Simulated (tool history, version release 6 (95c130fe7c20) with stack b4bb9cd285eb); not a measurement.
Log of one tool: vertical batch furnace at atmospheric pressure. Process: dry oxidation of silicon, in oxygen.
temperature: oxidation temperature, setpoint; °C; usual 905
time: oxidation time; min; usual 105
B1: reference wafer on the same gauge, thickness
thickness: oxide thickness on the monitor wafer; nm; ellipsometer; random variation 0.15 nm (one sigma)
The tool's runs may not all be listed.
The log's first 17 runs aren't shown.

Run 18, hour 775.2: usual settings; B1 32.61. Result: thickness 32.96 nm.
Run 19, hour 828.4: usual settings; B1 32.6. Result: thickness 33.29 nm.
Run 20, hour 865.3: usual settings but time 149.5 min; B1 32.61. Result: thickness 40.87 nm.
At hour 914.3: boat lift adjusted.
Run 21, hour 914.8: usual settings but time 117 min; B1 32.59. Result: thickness 35.24 nm.
At hour 931.4: gauge calibrated.
Run 22, hour 956.3: usual settings but temperature 884 °C; B1 32.62. Result: thickness 27.68 nm.
Run 23, hour 1021: usual settings but temperature 928 °C, time 122.5 min; B1 32.57. Result: thickness 45.04 nm.
At hour 1064.6: thermocouples replaced and temperature profile calibrated.
Run 24, hour 1065.1: usual settings but temperature 894 °C, time 73.5 min; B1 32.61. Result: thickness 24.18 nm.
Run 25, hour 1108.6: usual settings but temperature 924 °C, time 66 min; B1 32.64. Result: thickness 28.83 nm.
Run 26, hour 1159: usual settings but temperature 885 °C; B1 32.63. Result: thickness 27.08 nm.
Run 27, hour 1190.8: usual settings but temperature 895 °C, time 133.5 min; B1 32.57. Result: thickness 33.85 nm.
Run 28, hour 1247.5: usual settings but temperature 887 °C, time 120.5 min; B1 32.59. Result: thickness 29.47 nm.
Run 29, hour 1310.6: usual settings but temperature 925 °C; B1 32.64. Result: thickness 37.69 nm.
Run 30, hour 1335.5: usual settings; B1 32.63. Result: thickness 31.84 nm.
Run 31, hour 1361.4: usual settings but temperature 914 °C; B1 32.63. Result: thickness 34.59 nm.
Run 32, hour 1396: usual settings but temperature 913 °C, time 94 min; B1 32.58. Result: thickness 31.98 nm.
Run 33, hour 1436.1: usual settings but temperature 881 °C, time 128.5 min; B1 32.6. Result: thickness 28.9 nm.
Run 34, hour 1469.8: usual settings but temperature 899 °C, time 68 min; B1 32.58. Result: thickness 24.27 nm.

5 ways to go on from here, each from the tool as it stands after run 34. What would each give?
Run A, hour 1475.3: usual settings but time 79.5 min; B1 ?. Result: thickness ?.
Run B, hour 1475.3: usual settings but temperature 883 °C, time 66 min; B1 ?. Result: thickness ?.
Run C, hour 1475.3: usual settings but temperature 917 °C, time 63.5 min; B1 ?. Result: thickness ?.
Run D, hour 1475.3: usual settings but temperature 891 °C, time 155 min; B1 ?. Result: thickness ?.
Run E, hour 1475.3: usual settings but temperature 919 °C; B1 ?. Result: thickness ?.

run     B1  thickness
  A  32.59      27.35
  B  32.59      21.16
  C  32.59      26.72
  D  32.59      35.15
  E  32.59      35.98
Without the tool's hidden state the same runs would have given:
run  thickness
  A      27.27
  B      21.11
  C      26.65
  D      35.03
  E      35.86

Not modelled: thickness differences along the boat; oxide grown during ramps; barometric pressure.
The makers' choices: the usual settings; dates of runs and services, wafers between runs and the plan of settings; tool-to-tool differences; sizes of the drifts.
